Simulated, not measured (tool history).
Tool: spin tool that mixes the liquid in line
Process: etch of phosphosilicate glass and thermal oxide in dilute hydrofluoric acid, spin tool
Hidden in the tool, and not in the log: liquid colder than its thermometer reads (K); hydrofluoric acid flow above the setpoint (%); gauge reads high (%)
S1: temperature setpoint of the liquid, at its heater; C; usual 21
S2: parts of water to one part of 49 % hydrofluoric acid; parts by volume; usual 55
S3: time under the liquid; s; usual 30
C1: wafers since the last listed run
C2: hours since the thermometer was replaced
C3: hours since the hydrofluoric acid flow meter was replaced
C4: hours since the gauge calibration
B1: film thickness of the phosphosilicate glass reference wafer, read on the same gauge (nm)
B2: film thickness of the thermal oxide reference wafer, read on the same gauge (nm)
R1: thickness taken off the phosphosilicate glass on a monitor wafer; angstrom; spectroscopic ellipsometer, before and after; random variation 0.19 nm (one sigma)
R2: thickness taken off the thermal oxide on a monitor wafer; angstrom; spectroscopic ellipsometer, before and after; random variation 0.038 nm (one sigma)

run,hour,S1,S2,S3,C1,C2,C3,C4,B1,B2,R1,R2
1,0,21,55,30,0,2502,1192.3,906.2,31.2,114.373,347.3,26.93
2,15.6,21,55,30,284,2517.6,1207.9,921.8,31.21,114.438,347.5,26.13
3,30.5,25,40,30,271,2532.5,1222.8,936.7,31.23,114.499,579.7,43.01
4,53.4,17,55,50,417,2555.4,1245.7,959.6,31.25,114.622,487.4,37.47
# hour 64.5: hydrofluoric acid flow meter replaced
# hour 84.3: gauge calibrated
# hour 96.7: thermometer replaced
5,107.8,17,55,30,954,11.1,43.3,23.5,29.84,109.353,281.1,20.74
6,134.6,23,45,30,488,37.9,70.1,50.3,29.88,109.452,449.2,33.01
7,167.4,23.5,65,30,597,70.7,102.9,83.1,29.9,109.597,307,22.9
8,183.8,19.5,55,40,298,87.1,119.3,99.5,29.92,109.661,417.2,31.69
9,198.3,24,70,15,264,101.6,133.8,114,29.92,109.739,145.4,10.76
10,218,22.5,80,15,358,121.3,153.5,133.7,29.92,109.834,118.2,9.03
11,244.8,21,55,30,488,148.1,180.3,160.5,29.96,109.932,335.2,25.4
12,257.6,21,35,30,233,160.9,193.1,173.3,30.01,110.004,534.8,41.03
13,286,17,55,45,517,189.3,221.5,201.7,30.06,110.12,425.4,31.22

Run 14 comes next. What will it give?
14,305.8,24,40,40,360,209.1,241.3,221.5,?,?,?,?

{"run 14": {"B1": 30.07, "B2": 110.224, "R1": 713.1, "R2": 52.55}}
Without the tool's hidden state the same run would have given R1 711.7 angstrom, R2 52.45 angstrom.
